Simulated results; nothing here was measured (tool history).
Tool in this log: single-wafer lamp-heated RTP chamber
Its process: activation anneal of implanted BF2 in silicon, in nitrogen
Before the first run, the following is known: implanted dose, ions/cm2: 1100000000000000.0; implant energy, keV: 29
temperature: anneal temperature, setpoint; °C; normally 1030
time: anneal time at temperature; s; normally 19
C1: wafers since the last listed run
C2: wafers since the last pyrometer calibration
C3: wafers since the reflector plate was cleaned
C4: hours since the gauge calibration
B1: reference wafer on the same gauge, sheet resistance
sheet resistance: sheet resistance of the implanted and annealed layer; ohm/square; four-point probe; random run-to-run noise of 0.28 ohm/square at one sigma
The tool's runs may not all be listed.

Run 1, hour 0: usual settings; C1 0; C2 4038; C3 8336; C4 96.9; B1 129. Result: sheet resistance 134.49 ohm/square.
Run 2, hour 13.4: usual settings; C1 247; C2 4286; C3 8584; C4 110.3; B1 128.94. Result: sheet resistance 133.68 ohm/square.
Run 3, hour 22.1: usual settings; C1 160; C2 4447; C3 8745; C4 119; B1 128.96. Result: sheet resistance 133.75 ohm/square.
Run 4, hour 32.8: usual settings but temperature 1043 °C, time 12 s; C1 197; C2 4645; C3 8943; C4 129.7; B1 128.93. Result: sheet resistance 133.44 ohm/square.
Run 5, hour 48.9: usual settings but temperature 1043 °C, time 12 s; C1 297; C2 4943; C3 9241; C4 145.8; B1 129.02. Result: sheet resistance 133.03 ohm/square.
At hour 61.2: gauge calibrated.
Run 6, hour 63.9: usual settings but temperature 1043 °C, time 12 s; C1 277; C2 5221; C3 9519; C4 2.7; B1 129.02. Result: sheet resistance 132.24 ohm/square.
Run 7, hour 75.4: usual settings; C1 212; C2 5434; C3 9731; C4 14.2; B1 129.03. Result: sheet resistance 132.46 ohm/square.
Run 8, hour 90.1: usual settings; C1 271; C2 5706; C3 10003; C4 28.9; B1 129.05. Result: sheet resistance 131.74 ohm/square.
Run 9, hour 100: usual settings; C1 183; C2 5889; C3 10187; C4 38.8; B1 128.99. Result: sheet resistance 132.29 ohm/square.
At hour 114.5: pyrometer window cleaned and pyrometer calibrated.
Run 10, hour 115: usual settings but temperature 1011 °C, time 24 s; C1 129; C2 9; C3 10316; C4 53.8; B1 129.01. Result: sheet resistance 143.53 ohm/square.
Run 11, hour 124: usual settings but time 12 s; C1 166; C2 175; C3 10483; C4 62.8; B1 128.97. Result: sheet resistance 142.18 ohm/square.
At hour 134.2: reflector plate cleaned.
Run 12, hour 137.5: usual settings; C1 101; C2 277; C3 61; C4 76.3; B1 129.03. Result: sheet resistance 139.34 ohm/square.
Run 13, hour 151: usual settings but time 15 s; C1 249; C2 527; C3 310; C4 89.8; B1 129.04. Result: sheet resistance 142.86 ohm/square.
Run 14, hour 167.9: usual settings but temperature 1012 °C, time 10 s; C1 312; C2 839; C3 623; C4 106.7; B1 128.99. Result: sheet resistance 160.35 ohm/square.
Run 15, hour 176.6: usual settings but temperature 1048 °C, time 9 s; C1 160; C2 1000; C3 784; C4 115.4; B1 128.99. Result: sheet resistance 139.24 ohm/square.
Run 16, hour 183.1: usual settings but temperature 1007 °C, time 11 s; C1 120; C2 1121; C3 904; C4 121.9; B1 129.01. Result: sheet resistance 162.38 ohm/square.
Run 17, hour 191.1: usual settings but temperature 1008 °C, time 26 s; C1 148; C2 1269; C3 1052; C4 129.9; B1 128.94. Result: sheet resistance 148.85 ohm/square.

Take each entry between the runs: how does the hidden state at the last listed run before it differ from the hidden state at the first listed run after it?
From run 5 to run 6: gauge calibrated (hour 61.2)
  true wafer temperature minus pyrometer reading, K: 7.99 -> 8.41; wafer temperature error from the tarnished reflector plate, K: 6.83 -> 7.2
  measured value less the no-hidden-state value, sheet resistance: -7.05 -> -7.39 ohm/square
From run 9 to run 10: pyrometer window cleaned and pyrometer calibrated (hour 114.5)
  true wafer temperature minus pyrometer reading, K: 9.41 -> 0.348; wafer temperature error from the tarnished reflector plate, K: 8.14 -> 8.55
  measured value less the no-hidden-state value, sheet resistance: -8.57 -> -6.49 ohm/square
From run 11 to run 12: reflector plate cleaned (hour 134.2)
  true wafer temperature minus pyrometer reading, K: 0.599 -> 0.976; wafer temperature error from the tarnished reflector plate, K: 8.8 -> 0.609
  measured value less the no-hidden-state value, sheet resistance: -5.09 -> -0.86 ohm/square
